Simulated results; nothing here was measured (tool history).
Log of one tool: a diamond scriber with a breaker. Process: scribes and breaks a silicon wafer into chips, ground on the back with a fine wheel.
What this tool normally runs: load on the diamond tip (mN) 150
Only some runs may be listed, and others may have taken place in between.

run	day	load on the diamond tip (mN)	wafers since the last listed run	hours since the diamond tip was replaced	hours since the load on the tip was calibrated	incoming depth of the damage left on the back of the incoming wafer, um	depth of the median crack under the scribed line (µm)	chips rejected at inspection after the break (%)
1	0.000	150	0	335.9	1024.5	1.90	12.72	1.20
2	0.588	150	36	350.0	1038.6	1.68	12.56	0.93
3	1.446	114	52	370.6	1059.2	2.40	11.03	2.49
4	2.367	140	56	392.7	1081.3	1.54	12.31	0.73
5	3.208	150	51	412.9	1101.5	2.92	12.61	2.18
6	4.225	150	62	437.3	1125.9	1.74	12.71	0.82
7	5.538	150	80	468.8	1157.4	1.54	12.44	0.97
8	6.242	150	43	485.7	1174.3	2.67	12.60	1.74
9	6.867	161	38	500.7	1189.3	1.67	12.95	1.13
10	8.096	161	75	530.2	1218.8	2.56	12.97	1.86
11	9.050	150	58	553.1	1241.7	2.42	12.61	1.46
12	9.758	150	43	570.1	1258.7	2.10	12.42	1.12
13	11.071	150	80	601.6	1290.2	2.51	12.32	1.41
14	11.983	150	56	623.5	1312.1	2.95	12.34	2.22
15	12.775	150	48	642.5	1331.1	1.93	12.18	1.08
16	13.604	150	51	662.4	1351.0	1.85	12.51	1.07
# day 14.742: diamond tip replaced by a new one
# day 15.346: load on the tip recalibrated
17	15.554	150	109	19.5	5.0	2.99	12.30	2.21
18	17.033	129	91	55.0	40.5	2.64	11.32	2.54
19	18.033	110	61	79.0	64.5	2.00	10.60	3.21
20	19.533	107	92	115.0	100.5	2.23	10.52	4.05
21	20.062	150	32	127.7	113.2	2.91	12.20	1.90
22	21.421	126	83	160.3	145.8	1.64	11.41	1.60
23	22.638	150	74	189.5	175.0	2.87	12.40	2.21
24	24.092	128	89	224.4	209.9	1.98	11.53	1.70
25	24.954	131	53	245.1	230.6	2.90	11.42	2.70
26	26.300	186	82	277.4	262.9	2.56	13.75	2.71
27	27.612	136	80	308.9	294.4	2.87	11.51	2.55
28	29.017	150	86	342.6	328.1	2.55	12.27	1.71
29	30.417	116	86	376.2	361.7	2.70	10.86	3.88
30	31.454	125	63	401.1	386.6	2.68	11.46	3.18
31	32.146	118	42	417.7	403.2	2.97	11.00	4.43
32	32.888	138	45	435.5	421.0	2.88	11.59	2.43
33	33.538	164	40	451.1	436.6	2.54	12.57	1.84
34	34.688	188	70	478.7	464.2	2.08	13.49	2.28

Table of differences, measured result less the result of that run with no hidden state. Run-to-run variation is the same in both. Gauge scatter possibly is not:
Unlogged tool condition in this case: share of the diamond tip's cutting effectiveness lost through wear, %; deviation of the load on the tip from its setpoint, %.
run	depth of the median crack under the scribed line (µm)	chips rejected at inspection after the break (%)
1	+0.50	+0.14
2	+0.48	+0.13
3	+0.40	-0.97
4	+0.43	-0.14
5	+0.42	-0.03
6	+0.39	+0.07
7	+0.34	+0.08
8	+0.32	-0.01
9	+0.30	+0.22
10	+0.25	+0.14
11	+0.20	-0.01
12	+0.16	+0.00
13	+0.10	-0.02
14	+0.05	-0.01
15	+0.00	+0.00
16	-0.04	+0.01
17	+0.05	-0.02
18	+0.07	-0.13
19	+0.07	-0.22
20	+0.08	-0.29
21	+0.10	-0.02
22	+0.10	-0.17
23	+0.11	-0.03
24	+0.08	-0.14
25	+0.09	-0.14
26	+0.09	+0.14
27	+0.05	-0.07
28	+0.04	-0.01
29	+0.00	+0.00
30	-0.02	+0.04
31	-0.04	+0.11
32	-0.06	+0.07
33	-0.09	-0.04
34	-0.13	-0.24
